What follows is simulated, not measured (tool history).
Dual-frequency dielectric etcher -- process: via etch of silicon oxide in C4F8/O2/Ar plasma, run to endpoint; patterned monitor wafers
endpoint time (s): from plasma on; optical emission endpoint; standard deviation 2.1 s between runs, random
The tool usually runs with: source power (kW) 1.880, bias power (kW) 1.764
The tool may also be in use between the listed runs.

| run | hour | source power (kW) | bias power (kW) | wafers since the last listed run | hours since the last wet clean | hours since the last source power generator calibration | hours since the last bias power generator calibration | hours since the last upper electrode change | incoming incoming film thickness, nm | endpoint time (s) |
|---|---|---|---|---|---|---|---|---|---|---|
| 1 | 0.0 | 1.880 | 1.764 | 0 | 369.6 | 2192.9 | 2487.7 | 1866.3 | 1773.6 | 394.3 |
|  | 23.2 | wet clean of the chamber |
| 2 | 80.9 | 1.880 | 1.764 | 317 | 57.7 | 2273.8 | 2568.6 | 1947.2 | 1785.7 | 377.7 |
| 3 | 307.6 | 1.880 | 1.764 | 1249 | 284.4 | 2500.5 | 2795.3 | 2173.9 | 1770.4 | 387.1 |
| 4 | 411.4 | 1.880 | 1.874 | 572 | 388.2 | 2604.3 | 2899.1 | 2277.7 | 1762.2 | 384.7 |
| 5 | 468.8 | 1.880 | 1.874 | 316 | 445.6 | 2661.7 | 2956.5 | 2335.1 | 1761.7 | 382.0 |
|  | 505.1 | wet clean of the chamber |
| 6 | 541.4 | 1.880 | 1.764 | 267 | 36.3 | 2734.3 | 3029.1 | 2407.7 | 1789.0 | 378.4 |
| 7 | 584.9 | 1.880 | 1.764 | 239 | 79.8 | 2777.8 | 3072.6 | 2451.2 | 1783.1 | 378.2 |
| 8 | 689.0 | 1.880 | 1.764 | 573 | 183.9 | 2881.9 | 3176.7 | 2555.3 | 1798.6 | 385.1 |
| 9 | 751.0 | 1.880 | 1.764 | 341 | 245.9 | 2943.9 | 3238.7 | 2617.3 | 1778.7 | 385.7 |
| 10 | 824.2 | 1.630 | 1.764 | 403 | 319.1 | 3017.1 | 3311.9 | 2690.5 | 1748.9 | 398.5 |
| 11 | 919.0 | 1.630 | 1.764 | 522 | 413.9 | 3111.9 | 3406.7 | 2785.3 | 1796.2 | 414.3 |
|  | 981.8 | wet clean of the chamber |
| 12 | 1026.1 | 1.880 | 1.764 | 458 | 44.3 | 3219.0 | 3513.8 | 2892.4 | 1770.0 | 376.8 |
| 13 | 1093.0 | 1.630 | 1.764 | 368 | 111.2 | 3285.9 | 3580.7 | 2959.3 | 1786.8 | 399.3 |
|  | 1124.3 | upper electrode replaced, of another model than before |
| 14 | 1138.4 | 2.220 | 1.469 | 117 | 156.6 | 3331.3 | 3626.1 | 14.1 | 1775.7 | 365.2 |
|  | 1216.8 | source power generator calibrated |
| 15 | 1229.3 | 1.880 | 1.764 | 479 | 247.5 | 12.5 | 3717.0 | 105.0 | 1786.2 | 385.5 |
| 16 | 1295.2 | 1.880 | 1.764 | 363 | 313.4 | 78.4 | 3782.9 | 170.9 | 1775.9 | 386.7 |
|  | 1477.1 | wet clean of the chamber |
| 17 | 1563.6 | 2.030 | 1.981 | 1347 | 86.5 | 346.8 | 4051.3 | 439.3 | 1762.0 | 352.4 |
| 18 | 1611.7 | 2.080 | 2.205 | 265 | 134.6 | 394.9 | 4099.4 | 487.4 | 1784.1 | 343.6 |
|  | 1626.9 | bias power generator calibrated |
| 19 | 1675.4 | 1.620 | 1.904 | 329 | 198.3 | 458.6 | 48.5 | 551.1 | 1774.2 | 406.4 |
| 20 | 1779.0 | 1.880 | 1.905 | 571 | 301.9 | 562.2 | 152.1 | 654.7 | 1788.1 | 381.1 |
| 21 | 1843.1 | 1.880 | 1.764 | 353 | 366.0 | 626.3 | 216.2 | 718.8 | 1780.9 | 393.1 |
|  | 1907.4 | wet clean of the chamber |
| 22 | 1907.9 | 2.100 | 2.086 | 224 | 0.5 | 691.1 | 281.0 | 783.6 | 1760.6 | 336.3 |
| 23 | 1977.2 | 2.000 | 2.022 | 381 | 69.8 | 760.4 | 350.3 | 852.9 | 1778.7 | 355.2 |
| 24 | 2019.1 | 1.430 | 1.632 | 230 | 111.7 | 802.3 | 392.2 | 894.8 | 1757.8 | 438.8 |
| 25 | 2057.0 | 1.640 | 1.616 | 208 | 149.6 | 840.2 | 430.1 | 932.7 | 1769.5 | 414.6 |

Branching from run 25: 3 alternative next runs. What would each branch give?
| A | 2057.5 | 2.000 | 1.764 | 2 | 150.1 | 840.7 | 430.6 | 933.2 | 1764.1 | ? |
| B | 2057.5 | 1.880 | 1.960 | 2 | 150.1 | 840.7 | 430.6 | 933.2 | 1764.1 | ? |
| C | 2057.5 | 1.670 | 1.764 | 2 | 150.1 | 840.7 | 430.6 | 933.2 | 1764.1 | ? |

| run | endpoint time (s) |
|---|---|
| A | 370.5 |
| B | 371.6 |
| C | 404.0 |
With no hidden state in the tool, these same runs would have given:
| run | endpoint time (s) |
|---|---|
| A | 362.8 |
| B | 363.8 |
| C | 395.6 |
